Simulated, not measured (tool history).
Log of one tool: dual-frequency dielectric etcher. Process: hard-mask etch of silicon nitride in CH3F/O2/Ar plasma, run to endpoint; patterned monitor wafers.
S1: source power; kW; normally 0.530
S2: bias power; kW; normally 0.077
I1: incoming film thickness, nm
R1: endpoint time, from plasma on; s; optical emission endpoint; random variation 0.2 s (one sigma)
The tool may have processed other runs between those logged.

run   hour     S1     S2    I1    R1
  1    0.0  0.530  0.077  54.5  67.9
  2   33.3  0.470  0.072  54.6  73.4
  3   59.9  0.470  0.072  55.0  74.0
  4   76.7  0.530  0.077  55.0  68.7
  5   98.3  0.450  0.065  54.6  77.3
  6  126.8  0.450  0.065  54.4  77.2
  7  157.0  0.450  0.065  54.7  77.7
  8  173.9  0.610  0.077  54.8  65.0
  9  189.6  0.610  0.077  54.5  64.5
 10  204.1  0.610  0.077  54.9  65.1
 11  234.0  0.530  0.077  54.4  69.0
 12  268.8  0.530  0.077  54.4  68.4
 13  297.1  0.530  0.077  54.7  68.9
     325.4  -- upper electrode replaced
 14  325.9  0.530  0.077  54.8  69.3
     339.4  -- bias power generator calibrated
 15  340.0  0.530  0.077  54.9  69.2
 16  357.5  0.530  0.077  54.6  69.1
 17  376.2  0.530  0.077  54.4  69.3
 18  410.3  0.530  0.077  55.0  69.5
 19  436.8  0.530  0.077  54.8  69.8
 20  468.3  0.530  0.077  55.1  70.0
     530.7  -- source power generator calibrated
 21  540.9  0.650  0.063  54.3  66.9
 22  571.8  0.530  0.077  54.7  69.9
     614.3  -- wet clean of the chamber
 23  614.8  0.410  0.083  54.5  74.4
 24  645.9  0.470  0.058  54.2  77.5
 25  670.7  0.450  0.090  54.4  70.2
 26  696.8  0.630  0.085  54.5  61.6
 27  724.8  0.440  0.084  54.0  71.8
 28  760.3  0.650  0.084  54.7  61.0
 29  787.7  0.440  0.091  54.6  70.6
 30  811.8  0.650  0.094  54.1  58.9
 31  847.3  0.530  0.077  54.5  68.4
 32  861.4  0.570  0.077  54.6  66.6
 33  964.3  0.530  0.077  54.9  69.3

Alternative continuations, all from the tool just after run 33; predict every row:
  A  964.7  0.660  0.077  54.4   ?
  B  964.7  0.430  0.067  54.4   ?
  C  964.7  0.660  0.085  54.4   ?
  D  964.7  0.650  0.096  54.4   ?

run    R1
  A  62.4
  B  78.5
  C  60.7
  D  58.9
What these runs would have given with no unlogged condition in the tool:
run    R1
  A  61.5
  B  77.4
  C  59.8
  D  58.1
